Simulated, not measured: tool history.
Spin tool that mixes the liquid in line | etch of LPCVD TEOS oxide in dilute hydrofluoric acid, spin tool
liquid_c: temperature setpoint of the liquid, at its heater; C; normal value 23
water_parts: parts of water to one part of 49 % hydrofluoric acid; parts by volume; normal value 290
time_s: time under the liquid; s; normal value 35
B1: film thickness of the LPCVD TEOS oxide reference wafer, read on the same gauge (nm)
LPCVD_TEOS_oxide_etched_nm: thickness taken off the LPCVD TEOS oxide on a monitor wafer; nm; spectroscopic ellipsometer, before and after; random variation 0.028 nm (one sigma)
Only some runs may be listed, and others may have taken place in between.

run 1 hour=0 | liquid_c=23 water_parts=290 time_s=35 | B1=69.97 | LPCVD_TEOS_oxide_etched_nm=5.32
-- hour=32 hydrofluoric acid flow meter replaced
run 2 hour=36.5 | liquid_c=23 water_parts=290 time_s=35 | B1=70 | LPCVD_TEOS_oxide_etched_nm=5.27
run 3 hour=107.7 | liquid_c=23 water_parts=290 time_s=35 | B1=70.02 | LPCVD_TEOS_oxide_etched_nm=5.34
run 4 hour=193 | liquid_c=23 water_parts=290 time_s=35 | B1=69.97 | LPCVD_TEOS_oxide_etched_nm=5.26
run 5 hour=234.9 | liquid_c=20 water_parts=290 time_s=35 | B1=70 | LPCVD_TEOS_oxide_etched_nm=4.76
run 6 hour=273.1 | liquid_c=20 water_parts=290 time_s=35 | B1=70.04 | LPCVD_TEOS_oxide_etched_nm=4.72
run 7 hour=318.5 | liquid_c=20 water_parts=290 time_s=35 | B1=70.02 | LPCVD_TEOS_oxide_etched_nm=4.7
run 8 hour=418 | liquid_c=23 water_parts=290 time_s=35 | B1=70.01 | LPCVD_TEOS_oxide_etched_nm=5.27
run 9 hour=478.3 | liquid_c=23 water_parts=290 time_s=35 | B1=70.01 | LPCVD_TEOS_oxide_etched_nm=5.25
run 10 hour=552.8 | liquid_c=23 water_parts=290 time_s=35 | B1=69.98 | LPCVD_TEOS_oxide_etched_nm=5.26
run 11 hour=612 | liquid_c=23 water_parts=290 time_s=35 | B1=70.02 | LPCVD_TEOS_oxide_etched_nm=5.26
-- hour=654.5 hydrofluoric acid flow meter replaced
-- hour=679.2 gauge calibrated
run 12 hour=715.6 | liquid_c=23 water_parts=290 time_s=35 | B1=70.03 | LPCVD_TEOS_oxide_etched_nm=5.29
run 13 hour=778.2 | liquid_c=23 water_parts=290 time_s=35 | B1=69.99 | LPCVD_TEOS_oxide_etched_nm=5.24
run 14 hour=831.9 | liquid_c=20 water_parts=290 time_s=35 | B1=70.02 | LPCVD_TEOS_oxide_etched_nm=4.71
run 15 hour=913.3 | liquid_c=23 water_parts=225 time_s=40 | B1=69.99 | LPCVD_TEOS_oxide_etched_nm=8.21
run 16 hour=993.9 | liquid_c=27.5 water_parts=345 time_s=35 | B1=70.03 | LPCVD_TEOS_oxide_etched_nm=4.83
run 17 hour=1053.3 | liquid_c=25 water_parts=220 time_s=35 | B1=69.99 | LPCVD_TEOS_oxide_etched_nm=7.81
run 18 hour=1132.1 | liquid_c=26.5 water_parts=420 time_s=55 | B1=70.01 | LPCVD_TEOS_oxide_etched_nm=5.65
-- hour=1201 thermometer replaced
run 19 hour=1216.3 | liquid_c=23 water_parts=290 time_s=35 | B1=69.98 | LPCVD_TEOS_oxide_etched_nm=5.49
run 20 hour=1308.9 | liquid_c=21.5 water_parts=390 time_s=45 | B1=70.01 | LPCVD_TEOS_oxide_etched_nm=4.51
-- hour=1345 hydrofluoric acid flow meter replaced
run 21 hour=1394.3 | liquid_c=23 water_parts=385 time_s=35 | B1=70 | LPCVD_TEOS_oxide_etched_nm=3.73
run 22 hour=1493.4 | liquid_c=23 water_parts=185 time_s=25 | B1=70.03 | LPCVD_TEOS_oxide_etched_nm=6.83
run 23 hour=1598.8 | liquid_c=23 water_parts=290 time_s=35 | B1=69.99 | LPCVD_TEOS_oxide_etched_nm=5.42

Here are 4 independent what-if runs from the current tool condition. What would each one return?
run A hour=1599.2 | liquid_c=23 water_parts=290 time_s=35 | B1=? | LPCVD_TEOS_oxide_etched_nm=?
run B hour=1599.2 | liquid_c=27 water_parts=370 time_s=35 | B1=? | LPCVD_TEOS_oxide_etched_nm=?
run C hour=1599.2 | liquid_c=26.5 water_parts=190 time_s=35 | B1=? | LPCVD_TEOS_oxide_etched_nm=?
run D hour=1599.2 | liquid_c=27.5 water_parts=365 time_s=20 | B1=? | LPCVD_TEOS_oxide_etched_nm=?

run=A B1=70 LPCVD_TEOS_oxide_etched_nm=5.42
run=B B1=70 LPCVD_TEOS_oxide_etched_nm=4.51
run=C B1=70 LPCVD_TEOS_oxide_etched_nm=10.42
run=D B1=70 LPCVD_TEOS_oxide_etched_nm=2.67
With no hidden state in the tool, these same runs would have given:
run=A LPCVD_TEOS_oxide_etched_nm=5.47
run=B LPCVD_TEOS_oxide_etched_nm=4.54
run=C LPCVD_TEOS_oxide_etched_nm=10.52
run=D LPCVD_TEOS_oxide_etched_nm=2.69
